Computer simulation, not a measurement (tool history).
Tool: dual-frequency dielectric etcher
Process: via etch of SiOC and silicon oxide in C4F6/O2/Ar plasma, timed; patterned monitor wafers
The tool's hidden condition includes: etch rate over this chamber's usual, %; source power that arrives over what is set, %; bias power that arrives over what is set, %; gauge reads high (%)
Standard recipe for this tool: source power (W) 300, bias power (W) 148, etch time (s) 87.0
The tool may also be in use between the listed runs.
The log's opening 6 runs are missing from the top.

run	hour	source power (W)	bias power (W)	etch time (s)	wafers since the last listed run	hours since the last wet clean	hours since the last source power generator calibration	hours since the last bias power generator calibration	hours since the last upper electrode change	hours since the gauge calibration	read-back reference wafer on the same gauge, depth_nm	mean etch depth across the wafer (Å)
7	270.3	300	148	78.5	866	412.5	2759.9	957.8	3847.9	1109.8	75.9	714
# hour 354.3: upper electrode replaced
8	354.8	300	148	99.0	909	497.0	2844.4	1042.3	0.5	1194.3	76.0	899
9	399.5	300	148	87.0	672	541.7	2889.1	1087.0	45.2	1239.0	75.9	782
# hour 435.4: source power generator calibrated
# hour 458.6: wet clean of the chamber
10	460.8	360	148	87.0	512	2.2	25.4	1148.3	106.5	1300.3	76.0	870
11	495.0	300	148	87.0	514	36.4	59.6	1182.5	140.7	1334.5	75.9	830
12	532.7	300	148	87.0	566	74.1	97.3	1220.2	178.4	1372.2	75.9	817
13	603.0	250	124	87.0	1057	144.4	167.6	1290.5	248.7	1442.5	76.1	732
14	659.9	350	148	87.0	855	201.3	224.5	1347.4	305.6	1499.4	75.9	835
15	722.3	380	170	67.5	938	263.7	286.9	1409.8	368.0	1561.8	76.0	700
16	791.1	320	164	64.0	1034	332.5	355.7	1478.6	436.8	1630.6	76.0	619
17	821.5	340	158	75.0	457	362.9	386.1	1509.0	467.2	1661.0	76.1	732
# hour 865.0: bias power generator calibrated
18	878.6	300	148	102.0	798	420.0	443.2	13.6	524.3	1718.1	75.9	924

Estimate the outcome of run 19 from the log above:
# hour 929.0: gauge calibrated
19	933.5	300	148	74.0	825	474.9	498.1	68.5	579.2	4.5	?	?

read-back reference wafer on the same gauge, depth_nm: 75.9
mean etch depth across the wafer (Å): 673
Without the tool's hidden state the same run would have given mean etch depth across the wafer (Å) 707.
